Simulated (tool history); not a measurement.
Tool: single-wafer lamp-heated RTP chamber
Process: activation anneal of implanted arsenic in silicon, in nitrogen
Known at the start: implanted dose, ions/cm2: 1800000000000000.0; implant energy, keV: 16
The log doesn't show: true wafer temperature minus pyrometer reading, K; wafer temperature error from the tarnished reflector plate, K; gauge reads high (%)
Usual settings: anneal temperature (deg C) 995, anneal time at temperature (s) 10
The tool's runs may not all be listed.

| run | hour | anneal temperature (deg C) | anneal time at temperature (s) | wafers since the last listed run | wafers since the last pyrometer calibration | wafers since the reflector plate was cleaned | hours since the gauge calibration | read-back reference wafer on the same gauge, sheet resistance | sheet resistance of the implanted and annealed layer (ohm/square) |
|---|---|---|---|---|---|---|---|---|---|
| 1 | 0 | 995 | 10 | 0 | 1185 | 5595 | 853.6 | 131.08 | 126.8 |
| 2 | 65.8 | 995 | 6 | 1161 | 2346 | 6757 | 919.4 | 130.97 | 133.92 |
| 3 | 115.9 | 995 | 6 | 884 | 3230 | 7641 | 969.5 | 131.01 | 133.59 |
|  | 148.1 | reflector plate cleaned |
| 4 | 184.1 | 995 | 10 | 1062 | 4293 | 636 | 1037.7 | 131.11 | 125.79 |
| 5 | 216 | 1012 | 10 | 562 | 4855 | 1199 | 1069.6 | 130.97 | 116.15 |
| 6 | 274.9 | 1012 | 10 | 1039 | 5895 | 2238 | 1128.5 | 130.88 | 115.89 |
| 7 | 305.7 | 995 | 10 | 543 | 6438 | 2781 | 1159.3 | 131.01 | 125.82 |
|  | 337.6 | pyrometer window cleaned and pyrometer calibrated |
|  | 362.5 | gauge calibrated |
| 8 | 373.5 | 995 | 10 | 1055 | 632 | 3837 | 11 | 131.09 | 127 |
| 9 | 431.1 | 995 | 10 | 1016 | 1649 | 4853 | 68.6 | 131.02 | 126.76 |
| 10 | 495.2 | 995 | 10 | 1131 | 2780 | 5984 | 132.7 | 130.98 | 126.82 |
| 11 | 560.5 | 995 | 10 | 1152 | 3932 | 7137 | 198 | 130.97 | 125.9 |
| 12 | 595.9 | 995 | 10 | 624 | 4557 | 7762 | 233.4 | 131.13 | 125.71 |
|  | 607 | reflector plate cleaned |
| 13 | 665.8 | 995 | 10 | 1092 | 5649 | 1037 | 303.3 | 130.99 | 125.94 |
| 14 | 703.6 | 995 | 10 | 667 | 6316 | 1704 | 341.1 | 131.11 | 125.16 |
| 15 | 774.8 | 995 | 7 | 1256 | 7573 | 2961 | 412.3 | 131.01 | 130.97 |
|  | 792.4 | pyrometer window cleaned and pyrometer calibrated |
| 16 | 812.4 | 995 | 7 | 522 | 353 | 3483 | 449.9 | 130.96 | 133.15 |
| 17 | 882.1 | 984 | 10 | 1230 | 1583 | 4713 | 519.6 | 130.94 | 132.58 |
| 18 | 941 | 995 | 10 | 1039 | 2623 | 5753 | 578.5 | 131 | 125.84 |
| 19 | 996.9 | 1014 | 10 | 986 | 3609 | 6739 | 634.4 | 130.97 | 115.2 |
| 20 | 1033.1 | 995 | 10 | 638 | 4248 | 7378 | 670.6 | 131.03 | 125.73 |
|  | 1063.5 | reflector plate cleaned |
| 21 | 1096.2 | 1021 | 7 | 972 | 5220 | 576 | 733.7 | 130.93 | 117.79 |
| 22 | 1144.2 | 995 | 6 | 847 | 6068 | 1423 | 781.7 | 131 | 133.14 |
| 23 | 1187.3 | 1010 | 15 | 760 | 6828 | 2184 | 824.8 | 130.99 | 109.71 |
|  | 1215.9 | pyrometer window cleaned and pyrometer calibrated |
| 24 | 1246.8 | 995 | 10 | 908 | 544 | 3093 | 884.3 | 131.03 | 127.27 |
| 25 | 1314.5 | 985 | 6 | 1194 | 1739 | 4287 | 952 | 131 | 138.54 |
| 26 | 1376.8 | 971 | 16 | 1099 | 2839 | 5387 | 1014.3 | 131.03 | 131.86 |
| 27 | 1405.8 | 995 | 15 | 511 | 3350 | 5899 | 1043.3 | 131.04 | 118.61 |
|  | 1460.3 | reflector plate cleaned |
|  | 1526.7 | gauge calibrated |
| 28 | 1578.7 | 981 | 13 | 2910 | 6260 | 2088 | 52 | 131 | 128.6 |
| 29 | 1612.1 | 969 | 5 | 589 | 6850 | 2678 | 85.4 | 131.05 | 146.56 |
|  | 1630.7 | pyrometer window cleaned and pyrometer calibrated |
| 30 | 1679.2 | 995 | 10 | 1042 | 856 | 3721 | 152.5 | 131.13 | 126.84 |
| 31 | 1862.5 | 1016 | 7 | 3234 | 4090 | 6956 | 335.8 | 131.1 | 120.53 |
|  | 1882.6 | reflector plate cleaned |
| 32 | 1906.1 | 980 | 15 | 628 | 4718 | 415 | 379.4 | 130.97 | 127.46 |
| 33 | 1971.7 | 984 | 7 | 1157 | 5876 | 1572 | 445 | 131.13 | 136.44 |
|  | 2019.2 | pyrometer window cleaned and pyrometer calibrated |
| 34 | 2019.7 | 995 | 13 | 705 | 9 | 2278 | 493 | 131.1 | 123.53 |
| 35 | 2047.8 | 1009 | 5 | 495 | 505 | 2774 | 521.1 | 130.94 | 130.88 |
| 36 | 2081.3 | 971 | 16 | 591 | 1096 | 3365 | 554.6 | 130.93 | 133.24 |

Some steps in sheet resistance of the implanted and annealed layer (ohm/square) between neighbouring runs. How much of each would the tool show without its hidden state too (settings, what came in, random variation), and how much is left for the hidden state, with any gauge scatter that isn't in both results?
Run 7 -> 8: pyrometer window cleaned and pyrometer calibrated, gauge calibrated. sheet resistance of the implanted and annealed layer (ohm/square) +1.18: hidden state +1.94, all else -0.76.
Run 22 -> 23: anneal temperature (deg C) 995 -> 1010, anneal time at temperature (s) 6 -> 15. sheet resistance of the implanted and annealed layer (ohm/square) -23.43: hidden state -0.52, all else -22.91.
Run 23 -> 24: anneal temperature (deg C) 1010 -> 995, anneal time at temperature (s) 15 -> 10, pyrometer window cleaned and pyrometer calibrated. sheet resistance of the implanted and annealed layer (ohm/square) +17.56: hidden state +2.01, all else +15.55.
Run 28 -> 29: anneal temperature (deg C) 981 -> 969, anneal time at temperature (s) 13 -> 5. sheet resistance of the implanted and annealed layer (ohm/square) +17.96: hidden state +0.95, all else +17.01.
Run 29 -> 30: anneal temperature (deg C) 969 -> 995, anneal time at temperature (s) 5 -> 10, pyrometer window cleaned and pyrometer calibrated. sheet resistance of the implanted and annealed layer (ohm/square) -19.72: hidden state +1.08, all else -20.8.
Run 33 -> 34: anneal temperature (deg C) 984 -> 995, anneal time at temperature (s) 7 -> 13, pyrometer window cleaned and pyrometer calibrated. sheet resistance of the implanted and annealed layer (ohm/square) -12.91: hidden state +1.98, all else -14.89.
